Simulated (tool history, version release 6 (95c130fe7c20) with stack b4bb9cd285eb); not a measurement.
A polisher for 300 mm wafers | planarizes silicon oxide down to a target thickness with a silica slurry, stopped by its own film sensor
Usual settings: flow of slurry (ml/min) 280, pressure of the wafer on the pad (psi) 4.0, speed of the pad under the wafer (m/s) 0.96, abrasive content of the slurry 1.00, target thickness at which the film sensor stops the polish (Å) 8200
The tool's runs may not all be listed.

run	day	flow of slurry (ml/min)	pressure of the wafer on the pad (psi)	speed of the pad under the wafer (m/s)	abrasive content of the slurry	target thickness at which the film sensor stops the polish (Å)	wafers since the last listed run	wafers polished on this pad	hours since the slurry nozzle was cleaned	hours since the head pressure was calibrated	hours since the slurry blender was calibrated	hours since the conditioning disc was replaced	incoming thickness of the incoming film, nm	time until the film sensor stopped the polish (s)
1	0.000	330	4.0	0.96	1.00	8200	0	681	145.8	686.9	343.7	50.4	1062.7	99.3
2	0.892	280	4.0	0.96	1.00	8200	129	811	167.2	708.3	365.1	71.8	1078.7	107.6
# day 2.288: slurry blender recalibrated
3	2.308	280	4.0	0.96	1.00	8200	194	1006	201.2	742.3	0.5	105.8	1082.6	109.4
4	3.325	280	4.0	0.96	1.00	8200	148	1154	225.6	766.7	24.9	130.2	1096.2	116.3
# day 3.842: worn pad replaced by a new one
# day 4.229: head pressure recalibrated
5	4.242	280	4.0	0.96	1.00	8200	97	46	247.6	0.3	46.9	152.2	1077.6	113.8
6	5.325	280	4.0	0.96	1.00	8200	157	203	273.6	26.3	72.9	178.2	1073.9	112.3
# day 5.825: slurry nozzle cleaned
7	6.792	280	4.0	0.96	1.00	8200	207	411	23.2	61.5	108.1	213.4	1091.3	119.0
8	8.117	280	4.0	0.96	0.85	8640	193	604	55.0	93.3	139.9	245.2	1078.0	101.5
9	9.379	185	3.2	0.96	0.80	7390	183	788	85.3	123.6	170.2	275.5	1088.6	220.6
10	10.396	280	2.8	0.96	1.00	8200	148	936	109.7	148.0	194.6	299.9	1093.5	167.4
11	11.575	280	4.0	0.96	1.00	8450	171	1108	138.0	176.3	222.9	328.2	1071.0	99.8
# day 11.800: worn pad replaced by a new one
12	13.038	280	4.0	0.96	1.00	8200	188	180	173.1	211.4	258.0	363.3	1073.6	107.0
13	14.125	205	3.0	0.80	1.00	7780	158	339	199.2	237.5	284.1	389.4	1087.6	192.0
14	14.854	280	4.0	0.96	1.00	8200	106	445	216.7	255.0	301.6	406.9	1084.5	112.5
# day 16.112: conditioning disc replaced and pad reconditioned
15	16.354	280	4.0	0.96	1.00	8200	206	651	252.7	291.0	337.6	5.8	1095.4	116.9
# day 16.642: slurry nozzle cleaned
16	17.388	280	4.0	0.96	1.00	8600	144	796	17.9	315.8	362.4	30.6	1064.2	88.5
17	17.892	280	4.4	0.70	0.75	7630	73	869	30.0	327.9	374.5	42.7	1076.0	173.1
# day 18.946: slurry blender recalibrated
18	18.967	305	4.0	1.16	1.00	8200	144	1014	55.8	353.7	0.5	68.5	1065.2	93.8
19	20.312	375	4.0	0.96	1.00	8540	196	1210	88.1	386.0	32.8	100.8	1096.3	101.6
# day 21.233: worn pad replaced by a new one
20	21.546	280	4.0	0.96	1.00	8200	155	45	117.7	415.6	62.4	130.4	1101.3	118.6
21	23.492	280	3.0	0.76	1.15	8580	283	329	164.4	462.3	109.1	177.1	1091.0	134.6
22	24.658	280	5.2	0.96	0.75	8200	169	499	192.4	490.3	137.1	205.1	1074.6	96.9
23	25.392	280	3.3	1.22	1.00	8200	106	605	210.0	507.9	154.7	222.7	1099.5	120.5
24	26.600	280	5.4	1.10	1.00	8200	176	782	239.0	536.9	183.7	251.7	1080.2	75.4
25	27.542	280	4.0	0.96	1.10	8200	137	919	261.6	559.5	206.3	274.3	1083.4	104.6

Consider 4 possible next runs. They are alternatives, not a sequence: every one starts from the tool as it was left by run 25. What does each give?
A	27.558	280	4.4	0.96	1.00	8200	2	921	262.0	559.9	206.7	274.7	1057.6	?
B	27.558	280	4.0	0.96	1.20	8200	2	921	262.0	559.9	206.7	274.7	1057.6	?
C	27.558	280	4.0	0.72	1.00	8520	2	921	262.0	559.9	206.7	274.7	1057.6	?
D	27.558	280	5.2	1.12	1.00	8200	2	921	262.0	559.9	206.7	274.7	1057.6	?

run	time until the film sensor stopped the polish (s)
A	92.9
B	93.0
C	103.1
D	72.5
What these runs would have given with no unlogged condition in the tool:
run	time until the film sensor stopped the polish (s)
A	97.1
B	97.2
C	107.8
D	75.8
